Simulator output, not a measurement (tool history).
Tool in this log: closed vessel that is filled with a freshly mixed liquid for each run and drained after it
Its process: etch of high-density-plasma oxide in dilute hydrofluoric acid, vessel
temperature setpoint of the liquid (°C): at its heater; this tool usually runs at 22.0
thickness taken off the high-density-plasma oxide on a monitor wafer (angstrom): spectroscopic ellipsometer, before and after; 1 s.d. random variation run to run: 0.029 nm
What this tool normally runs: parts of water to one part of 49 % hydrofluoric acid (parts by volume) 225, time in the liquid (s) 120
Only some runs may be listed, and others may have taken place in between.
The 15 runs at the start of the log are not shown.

| run | hour | temperature setpoint of the liquid (°C) | parts of water to one part of 49 % hydrofluoric acid (parts by volume) | time in the liquid (s) | wafers since the last listed run | hours since the thermometer was replaced | hours since the hydrofluoric acid flow meter was replaced | hours since the gauge calibration | read-back film thickness of the high-density-plasma oxide reference wafer, read on the same gauge (nm) | thickness taken off the high-density-plasma oxide on a monitor wafer (angstrom) |
|---|---|---|---|---|---|---|---|---|---|---|
| 16 | 656.0 | 17.5 | 145 | 185 | 1875 | 342.8 | 1737.4 | 1755.9 | 80.012 | 96.44 |
|  | 674.4 | gauge calibrated |
| 17 | 714.4 | 22.0 | 225 | 120 | 3910 | 401.2 | 1795.8 | 40.0 | 79.979 | 45.04 |
| 18 | 755.3 | 22.0 | 225 | 120 | 2738 | 442.1 | 1836.7 | 80.9 | 79.989 | 45.22 |
| 19 | 804.7 | 20.0 | 155 | 120 | 3308 | 491.5 | 1886.1 | 130.3 | 79.999 | 65.07 |
| 20 | 870.5 | 22.0 | 320 | 140 | 4406 | 557.3 | 1951.9 | 196.1 | 79.973 | 33.57 |
| 21 | 933.4 | 22.0 | 225 | 120 | 4212 | 620.2 | 2014.8 | 259.0 | 80.019 | 45.87 |
| 22 | 1002.1 | 22.0 | 335 | 170 | 4600 | 688.9 | 2083.5 | 327.7 | 80.025 | 38.69 |
|  | 1026.1 | hydrofluoric acid flow meter replaced |
| 23 | 1040.2 | 20.5 | 195 | 70 | 2484 | 727.0 | 14.1 | 365.8 | 79.998 | 29.52 |
| 24 | 1096.9 | 24.5 | 130 | 170 | 3797 | 783.7 | 70.8 | 422.5 | 80.005 | 134.94 |
| 25 | 1133.8 | 22.0 | 225 | 50 | 2471 | 820.6 | 107.7 | 459.4 | 80.029 | 18.77 |
| 26 | 1183.7 | 22.0 | 225 | 120 | 3341 | 870.5 | 157.6 | 509.3 | 80.001 | 45.23 |
| 27 | 1213.6 | 22.0 | 260 | 90 | 2002 | 900.4 | 187.5 | 539.2 | 79.998 | 28.60 |
| 28 | 1249.5 | 23.5 | 260 | 120 | 2404 | 936.3 | 223.4 | 575.1 | 80.014 | 40.45 |
| 29 | 1305.0 | 22.0 | 315 | 90 | 3716 | 991.8 | 278.9 | 630.6 | 79.989 | 22.36 |
| 30 | 1371.2 | 26.5 | 310 | 165 | 4433 | 1058.0 | 345.1 | 696.8 | 80.035 | 49.15 |
| 31 | 1442.1 | 25.5 | 300 | 120 | 4748 | 1128.9 | 416.0 | 767.7 | 79.987 | 36.52 |
| 32 | 1470.3 | 22.0 | 225 | 120 | 1888 | 1157.1 | 444.2 | 795.9 | 79.979 | 46.19 |

Consider 4 possible next runs. They are alternatives, not a sequence: every one starts from the tool as it was left by run 32. What does each give?
| A | 1471.0 | 22.0 | 225 | 120 | 46 | 1157.8 | 444.9 | 796.6 | ? | ? |
| B | 1471.0 | 22.0 | 150 | 120 | 46 | 1157.8 | 444.9 | 796.6 | ? | ? |
| C | 1471.0 | 18.0 | 225 | 120 | 46 | 1157.8 | 444.9 | 796.6 | ? | ? |
| D | 1471.0 | 25.5 | 325 | 60 | 46 | 1157.8 | 444.9 | 796.6 | ? | ? |

| run | read-back film thickness of the high-density-plasma oxide reference wafer, read on the same gauge (nm) | thickness taken off the high-density-plasma oxide on a monitor wafer (angstrom) |
|---|---|---|
| A | 80.029 | 45.67 |
| B | 80.029 | 74.25 |
| C | 80.029 | 39.31 |
| D | 80.029 | 16.13 |
Without the tool's unlogged condition, the same runs would have read:
| run | thickness taken off the high-density-plasma oxide on a monitor wafer (angstrom) |
|---|---|
| A | 43.66 |
| B | 70.82 |
| C | 37.50 |
| D | 15.49 |

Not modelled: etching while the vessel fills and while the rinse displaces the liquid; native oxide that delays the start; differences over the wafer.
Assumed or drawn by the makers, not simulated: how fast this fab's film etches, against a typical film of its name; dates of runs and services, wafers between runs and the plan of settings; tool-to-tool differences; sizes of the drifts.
